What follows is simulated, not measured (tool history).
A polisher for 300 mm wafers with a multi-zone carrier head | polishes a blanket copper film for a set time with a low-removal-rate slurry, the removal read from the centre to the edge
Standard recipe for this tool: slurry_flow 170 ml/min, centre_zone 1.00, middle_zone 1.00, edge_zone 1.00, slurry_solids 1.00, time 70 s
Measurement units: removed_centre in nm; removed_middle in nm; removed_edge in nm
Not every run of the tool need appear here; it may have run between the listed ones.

run   hour  slurry_flow  centre_zone  middle_zone  edge_zone  slurry_solids  time  wafers since the last listed run  wafers polished on this pad  hours since the slurry nozzle was cleaned  hours since the centre zone pressure was calibrated  hours since the edge zone pressure was calibrated  hours since the carrier head's membrane was replaced  incoming thickness of the incoming film, nm  removed_centre  removed_middle  removed_edge
  1    0.0          170         1.00         1.00       1.00           1.00    70                                 0                         1972                                       12.3                                                486.4                                               77.4                                                 236.3                                        640.0           193.6           183.1         192.4
  2   22.7          170         1.00         1.00       1.00           1.10    70                               243                         2215                                       35.0                                                509.1                                              100.1                                                 259.0                                        642.6           196.7           189.9         197.7
  3   57.1          170         1.00         0.88       1.00           1.00    70                               368                         2583                                       69.4                                                543.5                                              134.5                                                 293.4                                        636.6           190.1           167.0         191.6
      70.2  -- worn pad replaced by a new one
  4  107.4          195         1.00         1.00       1.00           1.00    70                               495                          398                                      119.7                                                593.8                                              184.8                                                 343.7                                        625.5           198.4           186.1         196.4
  5  120.2          170         1.00         1.00       1.00           1.00    70                               137                          535                                      132.5                                                606.6                                              197.6                                                 356.5                                        632.4           187.5           187.0         189.1
  6  146.9          170         1.00         1.00       1.00           1.00    70                               285                          821                                      159.2                                                633.3                                              224.3                                                 383.2                                        624.4           195.6           186.3         190.1
  7  159.4          170         1.00         1.10       1.00           1.00    70                               133                          955                                      171.7                                                645.8                                              236.8                                                 395.7                                        626.8           196.9           204.0         189.2
  8  193.3          170         1.06         1.00       1.09           1.00    70                               362                         1318                                      205.6                                                679.7                                              270.7                                                 429.6                                        633.5           197.8           185.9         194.4
     214.7  -- centre zone pressure recalibrated
  9  228.9          170         1.00         1.00       1.00           1.00    70                               359                         1678                                      241.2                                                 14.2                                              306.3                                                 465.2                                        632.8           192.6           187.9         190.8
 10  243.4          170         1.00         1.03       1.00           1.00    70                               155                         1833                                      255.7                                                 28.7                                              320.8                                                 479.7                                        627.4           194.0           192.0         191.1
 11  274.9          170         1.00         1.00       1.00           1.00    70                               337                         2170                                      287.2                                                 60.2                                              352.3                                                 511.2                                        620.5           192.3           184.7         195.9
 12  326.1          170         1.00         1.00       1.00           1.00    70                               548                         2718                                      338.4                                                111.4                                              403.5                                                 562.4                                        622.8           191.0           186.0         192.1
     375.4  -- worn pad replaced by a new one
 13  426.9          170         1.00         1.04       1.00           1.00    70                              1036                          551                                      439.2                                                212.2                                              504.3                                                 663.2                                        635.7           192.4           194.2         193.5
 14  444.5          170         1.00         1.00       1.00           1.00    80                               188                          740                                      456.8                                                229.8                                              521.9                                                 680.8                                        631.5           221.3           212.4         218.7
 15  479.5          170         1.00         1.00       1.00           1.00    77                               374                         1115                                      491.8                                                264.8                                              556.9                                                 715.8                                        628.8           214.6           201.9         210.4
 16  510.2          170         0.90         1.00       0.89           0.85    70                               328                         1443                                      522.5                                                295.5                                              587.6                                                 746.5                                        630.7           166.8           175.1         175.4
 17  538.8          170         1.11         1.00       1.00           1.10    70                               306                         1750                                      551.1                                                324.1                                              616.2                                                 775.1                                        629.5           214.4           193.8         197.6
 18  559.3          200         1.00         1.00       0.90           0.90    54                               219                         1969                                      571.6                                                344.6                                              636.7                                                 795.6                                        634.1           149.4           141.9         137.2
 19  572.9          135         1.00         1.00       1.00           1.10    70                               145                         2115                                      585.2                                                358.2                                              650.3                                                 809.2                                        627.8           196.4           185.4         189.7
 20  589.2          150         1.00         1.00       1.00           1.00    70                               174                         2289                                      601.5                                                374.5                                              666.6                                                 825.5                                        640.4           187.7           184.5         188.2
 21  607.2          145         1.00         1.00       1.00           1.00    80                               192                         2482                                      619.5                                                392.5                                              684.6                                                 843.5                                        628.4           209.4           209.0         215.9
     621.4  -- worn pad replaced by a new one
 22  629.6          110         1.00         1.00       1.05           1.10    93                               197                           87                                      641.9                                                414.9                                              707.0                                                 865.9                                        630.4           243.7           236.8         255.3

Consider 4 possible next runs. They are alternatives, not a sequence: every one starts from the tool as it was left by run 22. What does each give?
  A  630.1          170         1.00         1.00       0.95           1.00    70                                 5                           93                                      642.4                                                415.4                                              707.5                                                 866.4                                        630.0               ?               ?             ?
  B  630.1          170         1.00         1.08       1.00           1.00    70                                 5                           93                                      642.4                                                415.4                                              707.5                                                 866.4                                        630.0               ?               ?             ?
  C  630.1          170         0.97         1.00       0.93           1.00    93                                 5                           93                                      642.4                                                415.4                                              707.5                                                 866.4                                        630.0               ?               ?             ?
  D  630.1          170         1.00         1.00       1.00           1.00    93                                 5                           93                                      642.4                                                415.4                                              707.5                                                 866.4                                        630.0               ?               ?             ?

run  removed_centre  removed_middle  removed_edge
  A           190.4           188.5         186.8
  B           190.5           201.2         190.8
  C           247.2           250.4         246.0
  D           253.0           250.4         253.7
Take away the tool's hidden state, keep each run's random variation, and the runs would have read:
run  removed_centre  removed_middle  removed_edge
  A           190.4           188.5         186.8
  B           190.5           201.2         190.8
  C           247.2           250.4         246.0
  D           253.0           250.4         253.7

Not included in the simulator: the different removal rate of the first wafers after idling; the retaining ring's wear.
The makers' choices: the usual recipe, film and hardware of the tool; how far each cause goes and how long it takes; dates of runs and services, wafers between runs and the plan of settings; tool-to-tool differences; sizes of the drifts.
